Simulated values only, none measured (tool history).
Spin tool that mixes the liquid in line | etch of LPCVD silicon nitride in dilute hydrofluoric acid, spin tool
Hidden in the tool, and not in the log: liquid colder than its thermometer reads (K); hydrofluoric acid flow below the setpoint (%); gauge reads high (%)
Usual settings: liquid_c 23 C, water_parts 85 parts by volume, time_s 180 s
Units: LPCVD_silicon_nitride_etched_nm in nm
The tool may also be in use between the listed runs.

run,day,liquid_c,water_parts,time_s,wafers since the last listed run,hours since the thermometer was replaced,hours since the hydrofluoric acid flow meter was replaced,hours since the gauge calibration,"read-back film thickness of the LPCVD silicon nitride reference wafer, read on the same gauge (nm)",LPCVD_silicon_nitride_etched_nm
1,0,26.5,85,180,0,456.8,489.2,1031.8,119.997,1.261
2,3.633,26.5,85,180,474,544,576.4,1119,119.991,1.152
3,5.646,26.5,85,180,262,592.3,624.7,1167.3,120.004,1.278
4,9.592,25.5,85,180,515,687,719.4,1262,120.001,1.164
5,11.146,25.5,85,180,203,724.3,756.7,1299.3,120.007,1.143
6,14.729,25.5,85,180,468,810.3,842.7,1385.3,119.977,1.129
7,17.258,23,85,180,330,871,903.4,1446,119.999,0.938
8,26.342,23,70,235,1186,1089,1121.4,1664,119.995,1.338
# day 27.954: hydrofluoric acid flow meter replaced
9,29.8,23,85,180,446,1172,44.3,1747,119.984,0.972
10,33.658,23,85,180,504,1264.6,136.9,1839.6,119.994,1.047
# day 34.921: gauge calibrated
11,39.967,23,85,180,824,1416,288.3,121.1,119.99,1.024
# day 42.033: thermometer replaced
12,44.288,23,100,180,559,54.1,392,224.8,119.981,0.837
13,48.629,23,100,180,567,158.3,496.2,329,119.999,0.809
14,50.146,23,65,100,198,194.7,532.6,365.4,120.022,0.686
15,51.696,23,70,135,202,231.9,569.8,402.6,119.996,0.893
16,54.533,23,100,245,370,300,637.9,470.7,119.985,1.086
17,57.5,23,75,280,387,371.2,709.1,541.9,120.014,1.649
18,60.35,23,110,180,372,439.6,777.5,610.3,120.007,0.73
19,62.8,21.5,55,180,320,498.4,836.3,669.1,120.026,1.347
20,65.45,23,85,180,346,562,899.9,732.7,119.984,0.895
21,69.404,18,60,180,516,656.9,994.8,827.6,120.014,0.954
# day 69.917: hydrofluoric acid flow meter replaced
22,72.575,23,85,180,408,733,63.8,903.7,119.993,1.076
23,75.167,27,85,180,338,795.2,126,965.9,120.009,1.255
24,78.146,24.5,115,240,389,866.7,197.5,1037.4,119.999,1.147
25,80.638,23,85,180,325,926.5,257.3,1097.2,120.007,0.996
26,83.538,21,110,180,378,996.1,326.9,1166.8,120.022,0.64

Hidden state or all else? Some run-to-run changes of LPCVD_silicon_nitride_etched_nm, split into what the settings, what came in and random variation would give without the hidden state, and what is left for the hidden state (with any gauge scatter that isn't in both results):
Run 8 -> 9: water_parts 70 -> 85, time_s 235 -> 180, hydrofluoric acid flow meter replaced. LPCVD_silicon_nitride_etched_nm -0.366 nm: hidden state +0.184, all else -0.55.
Run 17 -> 18: water_parts 75 -> 110, time_s 280 -> 180. LPCVD_silicon_nitride_etched_nm -0.919 nm: hidden state +0.09, all else -1.009.
Run 18 -> 19: liquid_c 23 -> 21.5, water_parts 110 -> 55. LPCVD_silicon_nitride_etched_nm +0.617 nm: hidden state -0.08, all else +0.697.
Run 21 -> 22: liquid_c 18 -> 23, water_parts 60 -> 85, hydrofluoric acid flow meter replaced. LPCVD_silicon_nitride_etched_nm +0.122 nm: hidden state +0.121, all else +0.001.
